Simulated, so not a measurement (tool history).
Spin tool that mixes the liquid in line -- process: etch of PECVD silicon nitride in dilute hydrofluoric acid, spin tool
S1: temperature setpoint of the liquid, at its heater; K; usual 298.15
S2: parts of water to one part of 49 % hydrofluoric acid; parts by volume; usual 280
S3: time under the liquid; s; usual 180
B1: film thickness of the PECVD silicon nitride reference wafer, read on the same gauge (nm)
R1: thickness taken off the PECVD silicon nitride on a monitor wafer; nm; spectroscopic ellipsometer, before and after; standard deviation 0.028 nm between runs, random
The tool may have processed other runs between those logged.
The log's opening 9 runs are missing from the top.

| run | day | S1 | S2 | S3 | B1 | R1 |
|---|---|---|---|---|---|---|
| 10 | 18.025 | 300.65 | 280 | 180 | 60.030 | 2.067 |
| 11 | 20.004 | 300.65 | 280 | 180 | 60.004 | 2.026 |
| 12 | 22.312 | 298.15 | 280 | 180 | 60.005 | 1.700 |
| 13 | 25.167 | 298.15 | 280 | 180 | 59.985 | 1.694 |
|  | 26.571 | thermometer replaced |
| 14 | 27.275 | 298.15 | 280 | 180 | 60.022 | 1.707 |
| 15 | 29.071 | 298.15 | 280 | 180 | 60.002 | 1.716 |
| 16 | 31.112 | 296.15 | 280 | 95 | 59.989 | 0.812 |
| 17 | 32.442 | 298.15 | 280 | 275 | 59.988 | 2.615 |
| 18 | 35.325 | 294.65 | 325 | 245 | 60.005 | 1.642 |
| 19 | 37.421 | 302.15 | 280 | 280 | 59.984 | 3.323 |
| 20 | 40.250 | 298.15 | 280 | 180 | 59.992 | 1.712 |
| 21 | 42.112 | 298.15 | 280 | 180 | 60.000 | 1.705 |
| 22 | 44.712 | 298.15 | 280 | 275 | 60.017 | 2.566 |
| 23 | 46.042 | 293.65 | 230 | 210 | 59.961 | 1.796 |
| 24 | 51.088 | 294.65 | 355 | 180 | 60.003 | 1.051 |
|  | 52.517 | hydrofluoric acid flow meter replaced |
| 25 | 53.800 | 301.65 | 280 | 80 | 60.008 | 0.998 |
| 26 | 55.417 | 298.15 | 415 | 270 | 59.987 | 1.843 |
| 27 | 57.896 | 298.15 | 280 | 210 | 59.987 | 2.117 |
| 28 | 59.679 | 298.15 | 280 | 255 | 60.036 | 2.590 |
|  | 60.925 | gauge calibrated |
| 29 | 62.308 | 296.65 | 160 | 85 | 59.961 | 1.358 |
| 30 | 66.712 | 294.15 | 160 | 220 | 59.985 | 2.972 |
| 31 | 73.083 | 299.65 | 165 | 115 | 60.020 | 2.154 |
| 32 | 75.271 | 295.65 | 365 | 180 | 59.995 | 1.169 |
| 33 | 77.812 | 298.15 | 280 | 180 | 59.961 | 1.814 |

Branching from run 33: 3 alternative next runs. What would each branch give?
| A | 77.833 | 302.65 | 280 | 180 | ? | ? |
| B | 77.833 | 294.15 | 280 | 105 | ? | ? |
| C | 77.833 | 298.15 | 215 | 180 | ? | ? |

| run | B1 | R1 |
|---|---|---|
| A | 59.972 | 2.326 |
| B | 59.972 | 0.812 |
| C | 59.972 | 2.318 |
Had the tool no hidden state, the same runs would have come out as:
| run | R1 |
|---|---|
| A | 2.423 |
| B | 0.844 |
| C | 2.412 |

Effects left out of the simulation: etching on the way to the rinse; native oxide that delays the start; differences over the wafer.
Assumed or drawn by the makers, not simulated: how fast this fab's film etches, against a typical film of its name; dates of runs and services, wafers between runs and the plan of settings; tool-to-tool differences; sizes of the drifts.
